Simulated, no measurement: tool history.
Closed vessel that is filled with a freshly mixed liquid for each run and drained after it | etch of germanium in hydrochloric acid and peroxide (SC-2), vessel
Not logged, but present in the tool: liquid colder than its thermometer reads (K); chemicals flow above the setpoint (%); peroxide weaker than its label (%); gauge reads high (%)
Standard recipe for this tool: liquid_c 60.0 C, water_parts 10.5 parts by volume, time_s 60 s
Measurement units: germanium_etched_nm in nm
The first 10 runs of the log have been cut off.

run   hour  liquid_c  water_parts  time_s  wafers since the last listed run  hours since the thermometer was replaced  hours since the chemicals flow meter was replaced  hours since the drum of peroxide was connected  hours since the gauge calibration  read-back film thickness of the germanium reference wafer, read on the same gauge (nm)  germanium_etched_nm
 11  172.9      66.5          8.0      60                              1818                                    1529.6                                             1518.7                                           723.1                               69.9                                                                                   50.02               123.65
 12  189.3      60.0         10.5      60                              2014                                    1546.0                                             1535.1                                           739.5                               86.3                                                                                   49.99                99.37
     200.4  -- chemicals flow meter replaced
 13  224.1      60.0         12.5      60                              4152                                    1580.8                                               23.7                                           774.3                              121.1                                                                                   50.00                97.23
 14  240.9      55.0         15.0      40                              2064                                    1597.6                                               40.5                                           791.1                              137.9                                                                                   50.01                54.32
 15  255.8      53.5         15.5      45                              1830                                    1612.5                                               55.4                                           806.0                              152.8                                                                                   49.99                58.18
 16  280.3      60.0         10.5      60                              3010                                    1637.0                                               79.9                                           830.5                              177.3                                                                                   50.00                99.13
 17  295.9      54.0         12.5      45                              1916                                    1652.6                                               95.5                                           846.1                              192.9                                                                                   50.03                60.42
 18  316.7      68.0         10.5      60                              2555                                    1673.4                                              116.3                                           866.9                              213.7                                                                                   50.01               124.50
     339.8  -- new drum of peroxide connected
 19  347.6      60.0          6.5      60                              3673                                    1704.3                                              147.2                                             7.8                              244.6                                                                                   50.03               103.73
 20  369.3      60.0         14.5      80                              2666                                    1726.0                                              168.9                                            29.5                              266.3                                                                                   50.01               127.11
 21  403.2      60.0         12.0      60                              4164                                    1759.9                                              202.8                                            63.4                              300.2                                                                                   50.00                97.96
 22  426.6      60.0         15.0      60                              2874                                    1783.3                                              226.2                                            86.8                              323.6                                                                                   50.00                94.79
 23  442.2      60.0         10.5      60                              1916                                    1798.9                                              241.8                                           102.4                              339.2                                                                                   50.00                99.64
     499.3  -- thermometer replaced
 24  526.5      63.0         13.5      60                             10234                                      27.2                                              326.1                                           186.7                              423.5                                                                                   49.99               110.55
 25  548.6      60.0          6.5      85                              2715                                      49.3                                              348.2                                           208.8                              445.6                                                                                   50.00               154.52
 26  577.6      57.0         10.5      60                              3562                                      78.3                                              377.2                                           237.8                              474.6                                                                                   50.01                95.56
 27  590.7      60.0         10.5      60                              1609                                      91.4                                              390.3                                           250.9                              487.7                                                                                   50.02               104.68
 28  616.5      63.5         10.5      60                              3169                                     117.2                                              416.1                                           276.7                              513.5                                                                                   49.98               115.32
 29  652.2      56.5          8.5      80                              4386                                     152.9                                              451.8                                           312.4                              549.2                                                                                   50.01               128.02
 30  675.8      60.0         13.0      45                              2899                                     176.5                                              475.4                                           336.0                              572.8                                                                                   49.99                76.03

Consider 4 possible next runs. They are alternatives, not a sequence: every one starts from the tool as it was left by run 30. What does each give?
  A  676.5      60.0         10.5      60                                86                                     177.2                                              476.1                                           336.7                              573.5                                                                                       ?                    ?
  B  676.5      51.5         13.5      70                                86                                     177.2                                              476.1                                           336.7                              573.5                                                                                       ?                    ?
  C  676.5      50.5         10.5      60                                86                                     177.2                                              476.1                                           336.7                              573.5                                                                                       ?                    ?
  D  676.5      64.5         10.5      90                                86                                     177.2                                              476.1                                           336.7                              573.5                                                                                       ?                    ?

run  read-back film thickness of the germanium reference wafer, read on the same gauge (nm)  germanium_etched_nm
  A                                                                                   50.00               104.05
  B                                                                                   50.00                91.04
  C                                                                                   50.00                78.06
  D                                                                                   50.00               177.70
Had the tool no hidden state, the same runs would have come out as:
run  germanium_etched_nm
  A               105.22
  B                92.17
  C                78.92
  D               179.74
